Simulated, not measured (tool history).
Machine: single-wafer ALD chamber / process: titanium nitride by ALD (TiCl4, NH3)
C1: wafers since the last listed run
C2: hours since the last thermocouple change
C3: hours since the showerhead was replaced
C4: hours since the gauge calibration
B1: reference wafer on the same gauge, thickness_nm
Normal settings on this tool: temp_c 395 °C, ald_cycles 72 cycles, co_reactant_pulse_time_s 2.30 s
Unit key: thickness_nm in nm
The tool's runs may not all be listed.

Run 1, hour 0.0: usual settings; C1 0; C2 919.7; C3 5829.5; C4 1.3; B1 1.258. Result: thickness_nm 1.570 nm.
Run 2, hour 57.9: usual settings; C1 266; C2 977.6; C3 5887.4; C4 59.2; B1 1.260. Result: thickness_nm 1.574 nm.
Run 3, hour 119.6: usual settings; C1 283; C2 1039.3; C3 5949.1; C4 120.9; B1 1.260. Result: thickness_nm 1.569 nm.
Run 4, hour 186.8: usual settings; C1 309; C2 1106.5; C3 6016.3; C4 188.1; B1 1.262. Result: thickness_nm 1.568 nm.
Run 5, hour 211.0: usual settings but ald_cycles 63 cycles, co_reactant_pulse_time_s 2.65 s; C1 111; C2 1130.7; C3 6040.5; C4 212.3; B1 1.263. Result: thickness_nm 1.383 nm.
Run 6, hour 272.8: usual settings but ald_cycles 63 cycles, co_reactant_pulse_time_s 2.65 s; C1 284; C2 1192.5; C3 6102.3; C4 274.1; B1 1.264. Result: thickness_nm 1.386 nm.
Run 7, hour 321.5: usual settings but co_reactant_pulse_time_s 1.96 s; C1 223; C2 1241.2; C3 6151.0; C4 322.8; B1 1.268. Result: thickness_nm 1.578 nm.
Run 8, hour 391.4: usual settings but co_reactant_pulse_time_s 1.96 s; C1 321; C2 1311.1; C3 6220.9; C4 392.7; B1 1.270. Result: thickness_nm 1.573 nm.
Run 9, hour 441.4: usual settings but co_reactant_pulse_time_s 1.96 s; C1 229; C2 1361.1; C3 6270.9; C4 442.7; B1 1.275. Result: thickness_nm 1.588 nm.
Run 10, hour 506.0: usual settings but co_reactant_pulse_time_s 1.95 s; C1 297; C2 1425.7; C3 6335.5; C4 507.3; B1 1.278. Result: thickness_nm 1.598 nm.
Run 11, hour 540.0: usual settings but temp_c 401 °C, ald_cycles 62 cycles, co_reactant_pulse_time_s 2.73 s; C1 156; C2 1459.7; C3 6369.5; C4 541.3; B1 1.282. Result: thickness_nm 1.385 nm.
At hour 570.6: gauge calibrated.
Run 12, hour 594.0: usual settings but temp_c 385 °C, ald_cycles 85 cycles, co_reactant_pulse_time_s 2.94 s; C1 248; C2 1513.7; C3 6423.5; C4 23.4; B1 1.264. Result: thickness_nm 1.856 nm.
At hour 644.9: thermocouple changed; heater temperature recalibrated.
Run 13, hour 658.9: usual settings; C1 261; C2 14.0; C3 6488.4; C4 88.3; B1 1.264. Result: thickness_nm 1.574 nm.
Run 14, hour 690.5: usual settings but temp_c 403 °C; C1 145; C2 45.6; C3 6520.0; C4 119.9; B1 1.266. Result: thickness_nm 1.591 nm.
At hour 744.1: showerhead replaced.
Run 15, hour 757.1: usual settings but temp_c 383 °C; C1 269; C2 112.2; C3 13.0; C4 186.5; B1 1.266. Result: thickness_nm 1.565 nm.
Run 16, hour 816.0: usual settings; C1 270; C2 171.1; C3 71.9; C4 245.4; B1 1.269. Result: thickness_nm 1.577 nm.
Run 17, hour 874.5: usual settings but temp_c 387 °C; C1 269; C2 229.6; C3 130.4; C4 303.9; B1 1.272. Result: thickness_nm 1.574 nm.
Run 18, hour 941.8: usual settings but temp_c 383 °C, ald_cycles 65 cycles, co_reactant_pulse_time_s 2.68 s; C1 309; C2 296.9; C3 197.7; C4 371.2; B1 1.274. Result: thickness_nm 1.425 nm.
Run 19, hour 985.0: usual settings but temp_c 410 °C; C1 198; C2 340.1; C3 240.9; C4 414.4; B1 1.277. Result: thickness_nm 1.607 nm.
Run 20, hour 1043.1: usual settings but temp_c 406 °C, ald_cycles 82 cycles, co_reactant_pulse_time_s 2.99 s; C1 267; C2 398.2; C3 299.0; C4 472.5; B1 1.282. Result: thickness_nm 1.833 nm.

3 options for the next run, each taken on its own from the tool as it stands now. Forecast them:
Run A, hour 1043.7: usual settings; C1 2; C2 398.8; C3 299.6; C4 473.1; B1 ?. Result: thickness_nm ?.
Run B, hour 1043.7: usual settings but co_reactant_pulse_time_s 1.48 s; C1 2; C2 398.8; C3 299.6; C4 473.1; B1 ?. Result: thickness_nm ?.
Run C, hour 1043.7: usual settings but co_reactant_pulse_time_s 2.73 s; C1 2; C2 398.8; C3 299.6; C4 473.1; B1 ?. Result: thickness_nm ?.

run     B1  thickness_nm
  A  1.282         1.605
  B  1.282         1.592
  C  1.282         1.611
Had the tool no hidden state, the same runs would have come out as:
run  thickness_nm
  A         1.578
  B         1.564
  C         1.583
